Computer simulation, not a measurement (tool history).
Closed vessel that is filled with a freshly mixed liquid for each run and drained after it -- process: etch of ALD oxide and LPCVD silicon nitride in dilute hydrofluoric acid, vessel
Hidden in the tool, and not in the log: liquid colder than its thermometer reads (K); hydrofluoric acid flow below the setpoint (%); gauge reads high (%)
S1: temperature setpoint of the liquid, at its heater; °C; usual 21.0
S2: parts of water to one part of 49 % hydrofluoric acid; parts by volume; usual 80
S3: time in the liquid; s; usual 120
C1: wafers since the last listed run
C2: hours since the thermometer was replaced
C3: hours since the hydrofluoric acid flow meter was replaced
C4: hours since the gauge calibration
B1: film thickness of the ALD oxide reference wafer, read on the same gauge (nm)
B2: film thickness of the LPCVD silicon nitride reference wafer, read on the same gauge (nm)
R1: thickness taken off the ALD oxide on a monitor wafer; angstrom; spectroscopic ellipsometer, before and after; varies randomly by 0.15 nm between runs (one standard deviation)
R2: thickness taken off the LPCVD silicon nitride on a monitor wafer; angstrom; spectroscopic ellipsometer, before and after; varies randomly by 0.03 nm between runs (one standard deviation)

run 1 hour=0.0 | S1=21.0 S2=80 S3=120 | C1=0 C2=1908.4 C3=1489.2 C4=1866.2 | B1=59.99 B2=129.995 | R1=293.7 R2=5.47
run 2 hour=61.6 | S1=21.0 S2=80 S3=160 | C1=4992 C2=1970.0 C3=1550.8 C4=1927.8 | B1=60.02 B2=129.987 | R1=387.8 R2=7.47
run 3 hour=99.2 | S1=21.0 S2=80 S3=160 | C1=3047 C2=2007.6 C3=1588.4 C4=1965.4 | B1=59.97 B2=130.000 | R1=396.0 R2=6.37
run 4 hour=145.3 | S1=21.0 S2=80 S3=160 | C1=3736 C2=2053.7 C3=1634.5 C4=2011.5 | B1=59.98 B2=130.022 | R1=395.5 R2=6.90
-- hour=151.1 gauge calibrated
run 5 hour=206.4 | S1=24.0 S2=80 S3=120 | C1=4951 C2=2114.8 C3=1695.6 C4=55.3 | B1=59.97 B2=129.993 | R1=330.2 R2=6.05
run 6 hour=267.7 | S1=24.0 S2=80 S3=120 | C1=4968 C2=2176.1 C3=1756.9 C4=116.6 | B1=59.97 B2=129.990 | R1=332.2 R2=5.79
run 7 hour=321.7 | S1=21.0 S2=40 S3=50 | C1=4376 C2=2230.1 C3=1810.9 C4=170.6 | B1=60.01 B2=129.986 | R1=255.0 R2=3.91
run 8 hour=365.4 | S1=24.5 S2=80 S3=120 | C1=3541 C2=2273.8 C3=1854.6 C4=214.3 | B1=59.99 B2=129.969 | R1=336.5 R2=6.66
run 9 hour=402.9 | S1=21.0 S2=65 S3=185 | C1=3039 C2=2311.3 C3=1892.1 C4=251.8 | B1=59.99 B2=129.991 | R1=564.2 R2=9.08
run 10 hour=562.2 | S1=17.5 S2=80 S3=180 | C1=12910 C2=2470.6 C3=2051.4 C4=411.1 | B1=60.01 B2=130.006 | R1=376.3 R2=6.48
run 11 hour=610.4 | S1=21.0 S2=80 S3=120 | C1=3906 C2=2518.8 C3=2099.6 C4=459.3 | B1=60.01 B2=129.991 | R1=287.0 R2=4.95
run 12 hour=645.0 | S1=21.0 S2=105 S3=120 | C1=2804 C2=2553.4 C3=2134.2 C4=493.9 | B1=60.00 B2=130.028 | R1=214.3 R2=3.90
-- hour=678.3 thermometer replaced
run 13 hour=706.1 | S1=21.0 S2=80 S3=120 | C1=4870 C2=27.8 C3=2195.3 C4=555.0 | B1=60.00 B2=129.993 | R1=302.9 R2=5.38
-- hour=727.8 hydrofluoric acid flow meter replaced
run 14 hour=758.2 | S1=18.5 S2=115 S3=120 | C1=4141 C2=79.9 C3=30.4 C4=607.1 | B1=60.01 B2=129.997 | R1=183.8 R2=3.11
run 15 hour=804.3 | S1=24.5 S2=80 S3=120 | C1=3736 C2=126.0 C3=76.5 C4=653.2 | B1=60.01 B2=130.006 | R1=349.7 R2=6.61
run 16 hour=831.0 | S1=17.0 S2=80 S3=120 | C1=2163 C2=152.7 C3=103.2 C4=679.9 | B1=60.03 B2=130.005 | R1=254.1 R2=3.92
run 17 hour=880.3 | S1=21.0 S2=40 S3=80 | C1=3995 C2=202.0 C3=152.5 C4=729.2 | B1=60.00 B2=130.024 | R1=424.7 R2=6.71
run 18 hour=906.1 | S1=21.0 S2=80 S3=65 | C1=2090 C2=227.8 C3=178.3 C4=755.0 | B1=60.00 B2=130.015 | R1=163.9 R2=2.74
run 19 hour=967.2 | S1=21.0 S2=80 S3=120 | C1=4951 C2=288.9 C3=239.4 C4=816.1 | B1=60.03 B2=129.986 | R1=302.1 R2=5.64
run 20 hour=996.0 | S1=21.0 S2=100 S3=120 | C1=2334 C2=317.7 C3=268.2 C4=844.9 | B1=59.99 B2=129.998 | R1=236.1 R2=4.52
run 21 hour=1046.8 | S1=21.0 S2=45 S3=100 | C1=4117 C2=368.5 C3=319.0 C4=895.7 | B1=60.00 B2=129.994 | R1=469.5 R2=7.99
run 22 hour=1076.3 | S1=17.5 S2=80 S3=70 | C1=2390 C2=398.0 C3=348.5 C4=925.2 | B1=60.01 B2=129.989 | R1=151.5 R2=2.36
run 23 hour=1100.4 | S1=21.0 S2=80 S3=185 | C1=1953 C2=422.1 C3=372.6 C4=949.3 | B1=60.01 B2=129.978 | R1=467.1 R2=8.86
run 24 hour=1145.4 | S1=25.0 S2=65 S3=165 | C1=3646 C2=467.1 C3=417.6 C4=994.3 | B1=59.98 B2=129.995 | R1=611.3 R2=11.30
run 25 hour=1182.3 | S1=21.0 S2=60 S3=190 | C1=2990 C2=504.0 C3=454.5 C4=1031.2 | B1=59.99 B2=129.987 | R1=654.5 R2=11.30
run 26 hour=1217.8 | S1=24.5 S2=80 S3=90 | C1=2877 C2=539.5 C3=490.0 C4=1066.7 | B1=60.02 B2=130.027 | R1=262.6 R2=4.98

Hidden condition of the tool, last listed run before each entry between runs versus first listed run after:
Logged between run 4 and run 5: gauge calibrated (hour 151.1)
  liquid colder than its thermometer reads (K): 1.23 -> 1.27
  what was measured, less what the result would be without the hidden state, R1: -20.7 -> -17.4 angstrom; R2: -0.61 -> -0.54 angstrom
Logged between run 12 and run 13: thermometer replaced (hour 678.3)
  liquid colder than its thermometer reads (K): 1.52 -> 0.303
  what was measured, less what the result would be without the hidden state, R1: -13.7 -> -3.8 angstrom; R2: -0.43 -> -0.11 angstrom
Logged between run 13 and run 14: hydrofluoric acid flow meter replaced (hour 727.8)
  liquid colder than its thermometer reads (K): 0.303 -> 0.333
  what was measured, less what the result would be without the hidden state, R1: -3.8 -> -2.5 angstrom; R2: -0.11 -> -0.07 angstrom

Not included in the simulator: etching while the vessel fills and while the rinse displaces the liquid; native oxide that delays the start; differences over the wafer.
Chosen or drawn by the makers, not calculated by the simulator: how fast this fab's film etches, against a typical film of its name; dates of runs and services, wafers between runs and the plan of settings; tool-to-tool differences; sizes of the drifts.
